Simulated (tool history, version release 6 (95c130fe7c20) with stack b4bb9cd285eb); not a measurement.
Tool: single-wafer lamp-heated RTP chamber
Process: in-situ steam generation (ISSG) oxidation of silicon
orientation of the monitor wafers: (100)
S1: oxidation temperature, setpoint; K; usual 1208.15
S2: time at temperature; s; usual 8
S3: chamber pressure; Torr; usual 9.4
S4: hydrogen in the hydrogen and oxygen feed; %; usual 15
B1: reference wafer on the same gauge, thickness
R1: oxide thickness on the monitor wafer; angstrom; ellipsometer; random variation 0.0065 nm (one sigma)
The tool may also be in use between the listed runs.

run 1 hour=0 | S1=1208.15 S2=8 S3=9.4 S4=15 | B1=2.385 | R1=29.7
run 2 hour=32.3 | S1=1208.15 S2=8 S3=9.4 S4=15 | B1=2.394 | R1=29.74
run 3 hour=58.4 | S1=1219.15 S2=8 S3=8.8 S4=15 | B1=2.397 | R1=30.74
run 4 hour=93.6 | S1=1219.15 S2=8 S3=8.8 S4=15 | B1=2.406 | R1=30.69
run 5 hour=105.6 | S1=1208.15 S2=8 S3=9.4 S4=15 | B1=2.408 | R1=29.99
run 6 hour=138.4 | S1=1208.15 S2=8 S3=9.4 S4=15 | B1=2.412 | R1=30
run 7 hour=159.1 | S1=1208.15 S2=8 S3=9.4 S4=15 | B1=2.413 | R1=30.1
run 8 hour=188.6 | S1=1208.15 S2=8 S3=9.4 S4=15 | B1=2.412 | R1=30.03
-- hour=204 pyrometer window cleaned and pyrometer calibrated
run 9 hour=207.7 | S1=1216.15 S2=8 S3=9.4 S4=15 | B1=2.415 | R1=30.51
run 10 hour=235.8 | S1=1216.15 S2=8 S3=9.4 S4=15 | B1=2.417 | R1=30.6
run 11 hour=268.3 | S1=1216.15 S2=8 S3=9.4 S4=15 | B1=2.421 | R1=30.65
run 12 hour=283.8 | S1=1208.15 S2=8 S3=9.4 S4=15 | B1=2.425 | R1=30.26
run 13 hour=300 | S1=1208.15 S2=8 S3=9.4 S4=11 | B1=2.423 | R1=28.05
-- hour=313 pressure gauge zeroed
run 14 hour=323 | S1=1208.15 S2=8 S3=9.4 S4=11 | B1=2.425 | R1=28.1
run 15 hour=358.1 | S1=1208.15 S2=8 S3=9.4 S4=15 | B1=2.425 | R1=30.12
-- hour=396.8 hydrogen flow controller replaced
run 16 hour=397.3 | S1=1208.15 S2=11 S3=9.4 S4=15 | B1=2.426 | R1=33.89
run 17 hour=412.6 | S1=1208.15 S2=8 S3=9.4 S4=15 | B1=2.428 | R1=30.18
run 18 hour=430.9 | S1=1191.15 S2=11 S3=10 S4=21 | B1=2.426 | R1=34.78
run 19 hour=444.5 | S1=1208.15 S2=5 S3=9.4 S4=15 | B1=2.428 | R1=25.71
run 20 hour=474.4 | S1=1208.15 S2=8 S3=9.4 S4=15 | B1=2.429 | R1=30.22
-- hour=501.9 pyrometer window cleaned and pyrometer calibrated
run 21 hour=505 | S1=1217.15 S2=8 S3=9.4 S4=15 | B1=2.427 | R1=30.71
-- hour=511.7 gauge calibrated
run 22 hour=526.4 | S1=1208.15 S2=7 S3=9.4 S4=15 | B1=2.374 | R1=28.16
run 23 hour=553.3 | S1=1208.15 S2=8 S3=9.4 S4=15 | B1=2.382 | R1=29.73
run 24 hour=574.1 | S1=1208.15 S2=8 S3=9.4 S4=24 | B1=2.386 | R1=33.38
run 25 hour=593.5 | S1=1208.15 S2=8 S3=9.4 S4=15 | B1=2.389 | R1=29.82
run 26 hour=624.7 | S1=1225.15 S2=5 S3=9 S4=25 | B1=2.392 | R1=29.97
run 27 hour=657.8 | S1=1225.15 S2=10 S3=10.2 S4=15 | B1=2.398 | R1=33.17
run 28 hour=682.7 | S1=1224.15 S2=6 S3=9.4 S4=15 | B1=2.402 | R1=27.63
run 29 hour=709 | S1=1208.15 S2=8 S3=7.9 S4=11 | B1=2.401 | R1=28.03
run 30 hour=722.6 | S1=1208.15 S2=8 S3=9.4 S4=15 | B1=2.406 | R1=30.09

5 ways to go on from here, each from the tool as it stands after run 30. What would each give?
run A hour=723 | S1=1208.15 S2=8 S3=9.4 S4=15 | B1=? | R1=?
run B hour=723 | S1=1208.15 S2=8 S3=10.2 S4=11 | B1=? | R1=?
run C hour=723 | S1=1208.15 S2=10 S3=9.4 S4=20 | B1=? | R1=?
run D hour=723 | S1=1194.15 S2=8 S3=8.3 S4=15 | B1=? | R1=?
run E hour=723 | S1=1215.15 S2=8 S3=9.4 S4=18 | B1=? | R1=?

run=A B1=2.407 R1=29.94
run=B B1=2.407 R1=27.56
run=C B1=2.407 R1=34.63
run=D B1=2.407 R1=29.5
run=E B1=2.407 R1=31.66
Without the tool's hidden state the same runs would have given:
run=A R1=29.64
run=B R1=27.28
run=C R1=34.28
run=D R1=29.21
run=E R1=31.34

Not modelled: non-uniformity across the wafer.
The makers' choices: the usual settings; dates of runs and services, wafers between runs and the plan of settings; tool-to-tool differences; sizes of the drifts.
